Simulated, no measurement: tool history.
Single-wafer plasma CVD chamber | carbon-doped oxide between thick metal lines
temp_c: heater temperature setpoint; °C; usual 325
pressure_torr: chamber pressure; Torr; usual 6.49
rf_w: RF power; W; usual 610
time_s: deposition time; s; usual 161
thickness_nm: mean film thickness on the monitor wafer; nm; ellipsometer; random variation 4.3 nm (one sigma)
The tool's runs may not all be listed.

run,day,temp_c,pressure_torr,rf_w,time_s,wafers since the last listed run,hours since the last thermocouple change,hours since the last RF generator calibration,hours since the last manometer calibration,hours since the showerhead was replaced,hours since the gauge calibration,"read-back reference wafer on the same gauge, thickness_nm",thickness_nm
1,0,325,6.49,610,161,0,2292.2,1386.9,2379.4,5643.1,167.1,829.762,940.674
2,1.638,325,6.49,610,161,416,2331.5,1426.2,2418.7,5682.4,206.4,830.279,932.812
3,2.383,325,6.49,610,161,189,2349.4,1444.1,2436.6,5700.3,224.3,830.779,928.626
4,2.983,325,6.49,610,161,152,2363.8,1458.5,2451,5714.7,238.7,830.713,935.274
5,3.425,325,6.49,610,161,112,2374.4,1469.1,2461.6,5725.3,249.3,830.127,929.617
# day 5.396: thermocouple changed; heater temperature recalibrated
6,5.675,325,6.49,610,161,487,6.7,1523.1,2515.6,5779.3,303.3,828.981,925.215
7,6.058,325,6.49,610,161,97,15.9,1532.3,2524.8,5788.5,312.5,829.821,923.98
8,6.367,325,6.49,610,161,78,23.3,1539.7,2532.2,5795.9,319.9,830.179,929.318
9,7,325,6.49,610,182,161,38.5,1554.9,2547.4,5811.1,335.1,829.254,1047.879
# day 7.642: showerhead replaced
10,7.7,325,6.49,610,161,93,55.3,1571.7,2564.2,1.4,351.9,829.615,922.59
11,8.133,325,6.49,610,161,110,65.7,1582.1,2574.6,11.8,362.3,829.869,921.944
12,8.579,325,6.49,610,161,113,76.4,1592.8,2585.3,22.5,373,829.168,924.309
# day 10.129: gauge calibrated
# day 10.667: capacitance manometer re-zeroed and calibrated
13,10.688,325,6.49,610,161,451,127,1643.4,0.5,73.1,13.4,829.937,922.171
14,10.921,325,5.04,610,189,59,132.6,1649,6.1,78.7,19,828.432,1013.279
15,11.246,325,5.21,525,161,82,140.4,1656.8,13.9,86.5,26.8,829.989,727.518
16,11.75,325,6.49,610,161,128,152.5,1668.9,26,98.6,38.9,829.41,920.341
# day 12.554: RF generator calibrated
17,12.575,325,6.49,610,161,125,172.3,0.5,45.8,118.4,58.7,829.703,1004.538
18,13.067,325,5.27,610,161,125,184.1,12.3,57.6,130.2,70.5,831.238,955.245
19,13.879,325,6.49,705,192,206,203.6,31.8,77.1,149.7,90,829.209,1362.907
20,14.496,314,7.68,610,161,156,218.4,46.6,91.9,164.5,104.8,830.426,1057.662
21,15.167,321,5.91,610,131,170,234.5,62.7,108,180.6,120.9,830.635,806.434
22,15.7,325,5.11,720,161,135,247.3,75.5,120.8,193.4,133.7,830.334,1092.919

Forecast each of these 3 alternatives for the next run:
A,15.717,325,6.49,610,178,4,247.7,75.9,121.2,193.8,134.1,?,?
B,15.717,317,6.49,610,161,4,247.7,75.9,121.2,193.8,134.1,?,?
C,15.717,325,5.1,610,134,4,247.7,75.9,121.2,193.8,134.1,?,?

run,"read-back reference wafer on the same gauge, thickness_nm",thickness_nm
A,830.014,1107.938
B,830.014,1027.143
C,830.014,783.809
Without the tool's hidden state the same runs would have given:
run,thickness_nm
A,1123.332
B,1041.415
C,794.7
